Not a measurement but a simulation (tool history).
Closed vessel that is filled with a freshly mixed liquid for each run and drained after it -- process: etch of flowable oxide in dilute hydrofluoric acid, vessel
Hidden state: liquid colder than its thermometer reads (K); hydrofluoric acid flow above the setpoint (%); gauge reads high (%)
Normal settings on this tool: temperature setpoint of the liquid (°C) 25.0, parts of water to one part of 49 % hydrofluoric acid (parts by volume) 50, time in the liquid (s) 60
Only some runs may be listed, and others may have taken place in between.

run	hour	temperature setpoint of the liquid (°C)	parts of water to one part of 49 % hydrofluoric acid (parts by volume)	time in the liquid (s)	wafers since the last listed run	hours since the thermometer was replaced	hours since the hydrofluoric acid flow meter was replaced	hours since the gauge calibration	read-back film thickness of the flowable oxide reference wafer, read on the same gauge (nm)	thickness taken off the flowable oxide on a monitor wafer (angstrom)
1	0.0	25.0	50	60	0	2115.9	1126.9	245.7	129.88	845.9
2	44.3	25.0	50	60	3013	2160.2	1171.2	290.0	129.69	846.9
3	258.3	25.0	60	85	14556	2374.2	1385.2	504.0	128.59	980.1
4	291.0	25.0	60	85	2224	2406.9	1417.9	536.7	128.45	971.0
5	344.8	25.0	45	85	3659	2460.7	1471.7	590.5	128.13	1318.0
6	408.5	25.0	45	85	4332	2524.4	1535.4	654.2	127.82	1319.4
7	461.5	25.0	45	85	3604	2577.4	1588.4	707.2	127.62	1304.3
8	497.3	25.0	55	60	2435	2613.2	1624.2	743.0	127.43	745.0
9	565.0	27.5	40	60	4604	2680.9	1691.9	810.7	127.04	1159.6
10	607.0	27.5	40	60	2856	2722.9	1733.9	852.7	126.84	1168.9
11	640.2	25.0	35	60	2258	2756.1	1767.1	885.9	126.64	1212.0
12	697.8	25.0	35	60	3917	2813.7	1824.7	943.5	126.36	1192.0
# hour 698.0: gauge calibrated
13	754.5	25.0	50	60	3856	2870.4	1881.4	56.5	129.16	837.6
14	819.6	25.0	50	60	4428	2935.5	1946.5	121.6	128.77	842.2
15	861.9	25.0	65	60	2877	2977.8	1988.8	163.9	128.64	628.5
# hour 886.0: thermometer replaced
16	933.1	20.5	60	45	4774	47.1	2060.0	235.1	128.25	431.8
17	972.1	25.0	50	60	2652	86.1	2099.0	274.1	128.05	833.0
18	1012.5	20.5	50	35	2747	126.5	2139.4	314.5	127.82	400.7

Expected results for the next run?
19	1083.2	25.0	50	60	4808	197.2	2210.1	385.2	?	?

Run 19 produced read-back film thickness of the flowable oxide reference wafer, read on the same gauge (nm) 127.48, thickness taken off the flowable oxide on a monitor wafer (angstrom) 827.5.
The same run, on a tool lacking any hidden state, would have yielded thickness taken off the flowable oxide on a monitor wafer (angstrom) 843.9.
